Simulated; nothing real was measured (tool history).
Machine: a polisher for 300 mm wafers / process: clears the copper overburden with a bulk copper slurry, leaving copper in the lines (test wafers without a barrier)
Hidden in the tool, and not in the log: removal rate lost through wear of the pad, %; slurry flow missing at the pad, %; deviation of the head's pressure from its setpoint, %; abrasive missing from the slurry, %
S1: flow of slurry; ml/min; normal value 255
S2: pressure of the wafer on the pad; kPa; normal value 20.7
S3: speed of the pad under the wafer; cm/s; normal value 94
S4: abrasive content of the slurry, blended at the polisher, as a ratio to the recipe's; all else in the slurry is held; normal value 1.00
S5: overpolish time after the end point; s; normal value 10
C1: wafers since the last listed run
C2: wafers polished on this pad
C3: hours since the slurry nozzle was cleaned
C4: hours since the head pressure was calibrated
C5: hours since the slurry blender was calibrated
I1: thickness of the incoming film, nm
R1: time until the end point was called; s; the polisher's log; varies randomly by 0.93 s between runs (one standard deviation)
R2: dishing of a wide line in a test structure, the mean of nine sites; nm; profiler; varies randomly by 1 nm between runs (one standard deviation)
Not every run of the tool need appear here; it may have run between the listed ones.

run    hour   S1    S2   S3    S4  S5    C1    C2     C3     C4     C5     I1     R1    R2
  1     0.0  255  20.7   94  1.00  10     0  1884  183.1  530.6  269.8  619.6   68.9  42.8
      162.9  -- head pressure recalibrated
  2   166.1  255  20.7   94  1.00  10  1186  3071  349.2    3.2  435.9  627.1   65.6  46.4
      188.9  -- slurry blender recalibrated
  3   234.4  255  20.7   94  1.00  10   479  3550  417.5   71.5   45.5  620.4   66.4  46.9
  4   276.6  255  20.7   94  1.00  10   305  3855  459.7  113.7   87.7  619.8   64.8  45.8
      286.8  -- slurry nozzle cleaned
  5   309.3  255  20.7   94  1.00  10   229  4084   22.5  146.4  120.4  616.7   65.2  44.6
      340.7  -- worn pad replaced by a new one
  6   368.3  280  20.7  104  1.00  10   397   199   81.5  205.4  179.4  622.9   61.1  48.1
  7   396.3  255  20.7  104  1.00  10   202   402  109.5  233.4  207.4  626.9   60.5  51.5
  8   441.8  255  16.5   94  1.15  10   328   731  155.0  278.9  252.9  619.7   81.6  38.6
  9   508.2  315  20.7  122  1.00  15   480  1211  221.4  345.3  319.3  618.6   51.2  65.0
 10   535.2  255  20.7   94  1.00  10   195  1406  248.4  372.3  346.3  624.9   69.9  45.1
 11   565.3  255  20.7   72  1.00  10   217  1624  278.5  402.4  376.4  619.1   87.5  36.1
 12   628.6  255  20.7   94  1.00   6   457  2081  341.8  465.7  439.7  619.3   68.7  30.7
 13   671.4  255  14.5   94  1.00  10   309  2391  384.6  508.5  482.5  627.5  100.7  32.5
 14   737.8  255  20.7   94  1.00  10   480  2871  451.0  574.9  548.9  626.0   71.2  43.3
      756.9  -- slurry blender recalibrated
 15   794.2  280  20.7   94  1.00  10   393  3264  507.4  631.3   37.3  620.5   70.9  42.8
      829.7  -- slurry nozzle cleaned
      905.4  -- head pressure recalibrated
      906.0  -- worn pad replaced by a new one
 16   927.4  255  18.6   94  1.00  15   936   155   97.7   22.0  170.5  609.8   69.3  55.7
 17   962.6  220  20.7   94  1.10  10   254   409  132.9   57.2  205.7  621.5   64.7  47.5
 18   989.3  190  20.7   94  1.00  10   193   602  159.6   83.9  232.4  627.7   66.9  44.3
 19  1048.6  255  20.7   94  1.15  10   428  1031  218.9  143.2  291.7  633.2   62.6  47.9
 20  1110.4  255  26.9   94  1.30  10   446  1478  280.7  205.0  353.5  621.5   48.5  58.9
 21  1151.8  255  20.7   94  1.00  10   299  1777  322.1  246.4  394.9  626.9   66.2  46.7
 22  1210.9  255  20.7   94  1.00  10   427  2204  381.2  305.5  454.0  617.5   66.6  44.9
 23  1274.7  255  20.7   68  1.20  10   461  2665  445.0  369.3  517.8  608.2   87.7  36.7
     1288.4  -- slurry blender recalibrated
 24  1318.9  200  26.2   94  1.10  10   305  2971  489.2  413.5   30.5  609.1   54.1  53.7
     1362.9  -- slurry nozzle cleaned
 25  1384.8  255  20.7   94  1.20  10   469  3440   21.9  479.4   96.4  621.2   64.3  46.4
     1418.2  -- worn pad replaced by a new one
 26  1446.8  305  26.2   94  1.00   5   419   206   83.9  541.4  158.4  628.9   56.5  32.5
 27  1480.7  255  14.5   94  1.00  10   245   451  117.8  575.3  192.3  612.1   97.8  33.0
 28  1531.5  255  23.4  116  1.00  12   367   819  168.6  626.1  243.1  610.6   48.8  59.2
 29  1570.3  255  20.7   94  1.00  10   280  1099  207.4  664.9  281.9  619.1   69.8  44.0

Consider 3 possible next runs. They are alternatives, not a sequence: every one starts from the tool as it was left by run 29. What does each give?
  A  1570.7  255  20.7  94  1.00  10   2  1102  207.8  665.3  282.3  613.5   ?   ?
  B  1570.7  255  17.9  78  1.00  10   2  1102  207.8  665.3  282.3  613.5   ?   ?
  C  1570.7  255  22.8  94  1.00  10   2  1102  207.8  665.3  282.3  613.5   ?   ?

run    R1    R2
  A  70.7  43.3
  B  98.3  33.6
  C  64.2  46.5
Stripped of hidden state, with their random variation kept, the same runs would have yielded:
run    R1    R2
  A  64.0  46.7
  B  89.1  36.5
  C  58.2  50.1

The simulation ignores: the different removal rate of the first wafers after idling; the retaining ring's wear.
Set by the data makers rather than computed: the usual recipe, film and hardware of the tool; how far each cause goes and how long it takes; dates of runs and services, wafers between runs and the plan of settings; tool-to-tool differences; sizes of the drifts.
